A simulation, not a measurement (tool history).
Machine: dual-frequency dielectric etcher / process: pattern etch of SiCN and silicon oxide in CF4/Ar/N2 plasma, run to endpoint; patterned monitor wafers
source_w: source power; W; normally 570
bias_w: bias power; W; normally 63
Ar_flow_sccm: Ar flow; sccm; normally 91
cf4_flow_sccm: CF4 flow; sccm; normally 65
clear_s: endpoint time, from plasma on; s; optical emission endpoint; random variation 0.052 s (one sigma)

| run | hour | source_w | bias_w | Ar_flow_sccm | cf4_flow_sccm | wafers since the last listed run | hours since the last wet clean | hours since the last source power generator calibration | hours since the last bias power generator calibration | hours since the last Ar flow controller change | hours since the last CF4 flow controller change | hours since the last upper electrode change | incoming incoming film thickness, nm | clear_s |
|---|---|---|---|---|---|---|---|---|---|---|---|---|---|---|
| 1 | 0 | 570 | 63 | 91 | 65 | 0 | 32.7 | 40.6 | 3590.2 | 21.3 | 5309.4 | 2454.9 | 9.58 | 10.5 |
|  | 8.2 | bias power generator calibrated |
| 2 | 8.7 | 570 | 63 | 91 | 65 | 93 | 41.4 | 49.3 | 0.5 | 30 | 5318.1 | 2463.6 | 9.68 | 10.7 |
| 3 | 14.5 | 570 | 71 | 91 | 71 | 115 | 47.2 | 55.1 | 6.3 | 35.8 | 5323.9 | 2469.4 | 9.57 | 10.1 |
| 4 | 22 | 570 | 63 | 91 | 65 | 149 | 54.7 | 62.6 | 13.8 | 43.3 | 5331.4 | 2476.9 | 9.64 | 10.6 |
| 5 | 39.9 | 570 | 76 | 91 | 72 | 355 | 72.6 | 80.5 | 31.7 | 61.2 | 5349.3 | 2494.8 | 9.61 | 9.9 |
| 6 | 53.2 | 500 | 63 | 91 | 65 | 264 | 85.9 | 93.8 | 45 | 74.5 | 5362.6 | 2508.1 | 9.62 | 11.7 |
| 7 | 65.4 | 570 | 73 | 91 | 65 | 242 | 98.1 | 106 | 57.2 | 86.7 | 5374.8 | 2520.3 | 9.6 | 10.2 |
| 8 | 71.8 | 690 | 69 | 103 | 71 | 127 | 104.5 | 112.4 | 63.6 | 93.1 | 5381.2 | 2526.7 | 9.63 | 9 |
|  | 97.6 | upper electrode replaced, of another model than before |
| 9 | 98.1 | 570 | 63 | 100 | 65 | 45 | 130.8 | 138.7 | 89.9 | 119.4 | 5407.5 | 0.5 | 9.52 | 10.7 |
| 10 | 98.4 | 510 | 75 | 112 | 71 | 5 | 131.1 | 139 | 90.2 | 119.7 | 5407.8 | 0.8 | 9.58 | 11.8 |
| 11 | 104.4 | 680 | 54 | 108 | 59 | 119 | 137.1 | 145 | 96.2 | 125.7 | 5413.8 | 6.8 | 9.57 | 9.3 |
| 12 | 112.9 | 490 | 53 | 91 | 53 | 168 | 145.6 | 153.5 | 104.7 | 134.2 | 5422.3 | 15.3 | 9.63 | 13.5 |
|  | 121.6 | CF4 flow controller replaced |
| 13 | 121.9 | 510 | 54 | 91 | 65 | 59 | 154.6 | 162.5 | 113.7 | 143.2 | 0.3 | 24.3 | 9.62 | 12.5 |
| 14 | 130.1 | 660 | 63 | 91 | 54 | 162 | 162.8 | 170.7 | 121.9 | 151.4 | 8.5 | 32.5 | 9.69 | 9.4 |
| 15 | 146 | 570 | 63 | 91 | 65 | 316 | 178.7 | 186.6 | 137.8 | 167.3 | 24.4 | 48.4 | 9.56 | 10.6 |
| 16 | 156.3 | 570 | 63 | 91 | 65 | 204 | 189 | 196.9 | 148.1 | 177.6 | 34.7 | 58.7 | 9.56 | 10.7 |
| 17 | 165.6 | 490 | 79 | 91 | 76 | 184 | 198.3 | 206.2 | 157.4 | 186.9 | 44 | 68 | 9.73 | 12.1 |
| 18 | 178 | 570 | 63 | 91 | 65 | 246 | 210.7 | 218.6 | 169.8 | 199.3 | 56.4 | 80.4 | 9.64 | 10.8 |
| 19 | 187.5 | 570 | 63 | 91 | 65 | 188 | 220.2 | 228.1 | 179.3 | 208.8 | 65.9 | 89.9 | 9.68 | 10.9 |
| 20 | 200.4 | 570 | 63 | 110 | 65 | 256 | 233.1 | 241 | 192.2 | 221.7 | 78.8 | 102.8 | 9.65 | 11 |
| 21 | 217 | 570 | 68 | 91 | 72 | 329 | 249.7 | 257.6 | 208.8 | 238.3 | 95.4 | 119.4 | 9.67 | 10.5 |
| 22 | 228.3 | 570 | 69 | 76 | 65 | 224 | 261 | 268.9 | 220.1 | 249.6 | 106.7 | 130.7 | 9.53 | 10.4 |
| 23 | 237.8 | 570 | 53 | 91 | 65 | 188 | 270.5 | 278.4 | 229.6 | 259.1 | 116.2 | 140.2 | 9.59 | 11.1 |
| 24 | 245 | 570 | 63 | 91 | 65 | 143 | 277.7 | 285.6 | 236.8 | 266.3 | 123.4 | 147.4 | 9.45 | 10.7 |
| 25 | 261.6 | 440 | 74 | 102 | 50 | 329 | 294.3 | 302.2 | 253.4 | 282.9 | 140 | 164 | 9.72 | 15.2 |

What if the next run were any one of these 3? Each begins from the tool's condition after run 25:
| A | 262 | 570 | 63 | 91 | 65 | 7 | 294.7 | 302.6 | 253.8 | 283.3 | 140.4 | 164.4 | 9.71 | ? |
| B | 262 | 570 | 74 | 91 | 65 | 7 | 294.7 | 302.6 | 253.8 | 283.3 | 140.4 | 164.4 | 9.71 | ? |
| C | 262 | 530 | 63 | 71 | 65 | 7 | 294.7 | 302.6 | 253.8 | 283.3 | 140.4 | 164.4 | 9.71 | ? |

| run | clear_s |
|---|---|
| A | 11 |
| B | 10.6 |
| C | 11.6 |
With the hidden condition removed and each run's random variation left untouched, the same runs would have given:
| run | clear_s |
|---|---|
| A | 10.7 |
| B | 10.4 |
| C | 11.3 |
